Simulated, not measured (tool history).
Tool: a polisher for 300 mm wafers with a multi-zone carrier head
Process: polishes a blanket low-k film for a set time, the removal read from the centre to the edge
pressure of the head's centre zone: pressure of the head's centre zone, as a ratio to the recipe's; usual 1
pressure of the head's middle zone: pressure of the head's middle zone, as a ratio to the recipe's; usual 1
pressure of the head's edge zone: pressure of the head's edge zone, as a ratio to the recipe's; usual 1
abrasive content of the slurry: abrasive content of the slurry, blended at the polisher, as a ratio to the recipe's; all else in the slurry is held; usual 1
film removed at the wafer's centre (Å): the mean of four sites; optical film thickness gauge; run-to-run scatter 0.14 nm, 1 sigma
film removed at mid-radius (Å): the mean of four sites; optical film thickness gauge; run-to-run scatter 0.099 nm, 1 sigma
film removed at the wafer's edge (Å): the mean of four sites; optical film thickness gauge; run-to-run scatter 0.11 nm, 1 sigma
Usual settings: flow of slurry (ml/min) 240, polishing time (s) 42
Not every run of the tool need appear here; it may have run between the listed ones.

run	hour	flow of slurry (ml/min)	pressure of the head's centre zone	pressure of the head's middle zone	pressure of the head's edge zone	abrasive content of the slurry	polishing time (s)	wafers since the last listed run	wafers polished on this pad	hours since the slurry nozzle was cleaned	hours since the centre zone pressure was calibrated	hours since the edge zone pressure was calibrated	hours since the carrier head's membrane was replaced	incoming thickness of the incoming film, nm	film removed at the wafer's centre (Å)	film removed at mid-radius (Å)	film removed at the wafer's edge (Å)
1	0	240	1	1.06	1	1	42	0	74	117.6	122	153.2	887.2	739.8	97	105	101
2	94.3	240	1	1.06	1	1	42	602	677	211.9	216.3	247.5	981.5	747.9	94	103	99
3	364.1	240	1	1.04	0.98	1	42	1724	2401	481.7	486.1	517.3	1251.3	740.2	88	94	92
4	426.7	240	1	1.04	0.98	1	42	400	2801	544.3	548.7	579.9	1313.9	749.8	86	92	92
5	469	240	1.04	1	1.09	1	42	270	3071	586.6	591	622.2	1356.2	754.9	91	87	93
# hour 471.3: slurry nozzle cleaned
# hour 497.9: worn pad replaced by a new one
6	511	180	0.9	1	1	1	42	236	83	39.7	633	664.2	1398.2	741.6	88	100	102
# hour 514.3: centre zone pressure recalibrated
7	591.2	240	1	1.08	1.07	1	42	499	583	119.9	76.9	744.4	1478.4	751.2	100	110	104
# hour 610.6: edge zone pressure recalibrated
8	665.2	240	1	1	1.11	1	42	460	1043	193.9	150.9	54.6	1552.4	752.4	100	100	104
9	701.7	305	0.96	1	1	1.15	54	233	1276	230.4	187.4	91.1	1588.9	752.4	131	138	140
10	1025.3	275	0.88	1	1	1	42	2068	3344	554	511	414.7	1912.5	748.1	80	94	94
# hour 1064.7: centre zone pressure recalibrated
# hour 1120.2: slurry nozzle cleaned
# hour 1125.3: worn pad replaced by a new one
11	1126.7	240	1	1	1.1	1	42	603	8	6.5	62	516.1	2013.9	745.7	105	106	109
12	1180.8	240	1	1	0.88	1	37	345	354	60.6	116.1	570.2	2068	741.9	89	91	89
# hour 1188.8: carrier head's membrane replaced by a new one
13	1275.5	240	1	1	1	1	42	573	927	155.3	210.8	664.9	86.7	754.3	100	100	101
14	1335.5	240	1	1	1	1	42	383	1311	215.3	270.8	724.9	146.7	739.4	97	99	102
# hour 1410.8: edge zone pressure recalibrated
15	1411.7	240	1	1	1	1	42	474	1785	291.5	347	0.9	222.9	754.5	99	98	100
16	1473.6	240	1	1	1.1	1	42	395	2181	353.4	408.9	62.8	284.8	744.7	96	96	99
17	1561.8	240	1	1	1	1	42	563	2744	441.6	497.1	151	373	762.9	94	95	95
18	1649.2	210	1	1.11	1	0.7	42	558	3303	529	584.5	238.4	460.4	752.9	76	84	81
# hour 1674.9: centre zone pressure recalibrated
19	1687	240	1	1	0.96	1	42	228	3532	566.8	12.1	276.2	498.2	754.1	90	90	91
# hour 1703.6: worn pad replaced by a new one
# hour 1748: slurry nozzle cleaned
20	1786.3	240	1	1	1	1	42	602	521	38.3	111.4	375.5	597.5	747.7	102	103	103

Give the tool's hidden conditions for every run:
deviation of the centre zone's pressure from its setpoint, %: 0 in every run
deviation of the edge zone's pressure from its setpoint, %: 0 in every run
H1: removal rate lost through wear of the pad, %
H2: slurry flow missing at the pad, %
run	H1	H2
1	1.69	28.1
2	1.98	36.9
3	5.35	47.6
4	6.67	48.6
5	7.68	49.1
6	0.141	10.4
7	0.363	21.9
8	0.863	29.1
9	1.21	31.8
10	7.35	42.3
11	0.0372	1.7
12	0.117	11.5
13	0.622	23.4
14	1.18	28.4
15	2.16	32.9
16	3.18	35.5
17	4.98	38
18	7.16	39.6
19	8.22	40.1
20	1.3	9.82
